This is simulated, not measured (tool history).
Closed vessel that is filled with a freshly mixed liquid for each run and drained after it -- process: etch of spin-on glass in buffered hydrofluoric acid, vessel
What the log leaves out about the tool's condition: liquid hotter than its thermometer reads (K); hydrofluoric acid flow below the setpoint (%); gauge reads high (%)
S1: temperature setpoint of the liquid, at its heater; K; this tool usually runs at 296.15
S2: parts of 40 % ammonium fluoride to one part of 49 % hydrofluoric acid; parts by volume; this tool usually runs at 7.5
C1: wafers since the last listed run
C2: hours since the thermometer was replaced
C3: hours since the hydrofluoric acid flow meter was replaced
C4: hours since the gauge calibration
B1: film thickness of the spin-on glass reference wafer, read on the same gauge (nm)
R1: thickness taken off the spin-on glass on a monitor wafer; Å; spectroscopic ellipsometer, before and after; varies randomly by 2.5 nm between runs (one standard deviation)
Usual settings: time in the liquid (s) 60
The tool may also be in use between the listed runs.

Run 1, hour 0.0: usual settings but S1 293.15 K; C1 0; C2 1018.0; C3 1188.6; C4 497.5; B1 30.00. Result: R1 3433.5 Å.
Run 2, hour 100.5: usual settings but S1 293.15 K; C1 11194; C2 1118.5; C3 1289.1; C4 598.0; B1 30.01. Result: R1 3431.2 Å.
Run 3, hour 141.6: usual settings but S1 293.15 K; C1 4577; C2 1159.6; C3 1330.2; C4 639.1; B1 29.98. Result: R1 3436.2 Å.
Run 4, hour 183.7: usual settings; C1 4689; C2 1201.7; C3 1372.3; C4 681.2; B1 30.02. Result: R1 4022.4 Å.
Run 5, hour 290.4: usual settings; C1 11884; C2 1308.4; C3 1479.0; C4 787.9; B1 29.99. Result: R1 4040.4 Å.
Run 6, hour 342.3: usual settings; C1 5780; C2 1360.3; C3 1530.9; C4 839.8; B1 30.02. Result: R1 4011.6 Å.
Run 7, hour 403.8: usual settings but S1 299.15 K; C1 6850; C2 1421.8; C3 1592.4; C4 901.3; B1 30.03. Result: R1 4684.3 Å.
Run 8, hour 441.9: usual settings but S1 299.15 K; C1 4243; C2 1459.9; C3 1630.5; C4 939.4; B1 30.03. Result: R1 4664.8 Å.
Run 9, hour 512.1: usual settings; C1 7819; C2 1530.1; C3 1700.7; C4 1009.6; B1 29.99. Result: R1 4011.1 Å.
Run 10, hour 580.4: usual settings; C1 7607; C2 1598.4; C3 1769.0; C4 1077.9; B1 29.99. Result: R1 3952.0 Å.
Run 11, hour 675.2: usual settings; C1 10559; C2 1693.2; C3 1863.8; C4 1172.7; B1 29.99. Result: R1 3979.7 Å.
Run 12, hour 733.8: usual settings; C1 6527; C2 1751.8; C3 1922.4; C4 1231.3; B1 29.98. Result: R1 3962.2 Å.
Run 13, hour 776.2: usual settings but S2 5.0 parts by volume; C1 4722; C2 1794.2; C3 1964.8; C4 1273.7; B1 29.97. Result: R1 5749.3 Å.

Run 14, settings as shown, results not yet in. Your forecast:
Run 14, hour 828.9: usual settings but S1 293.15 K; C1 5870; C2 1846.9; C3 2017.5; C4 1326.4; B1 ?. Result: R1 ?.

B1: 29.99
R1: 3307.8 Å
Were there no unlogged condition in the tool, this run, its random variation unchanged, would have produced R1 3639.9 Å.
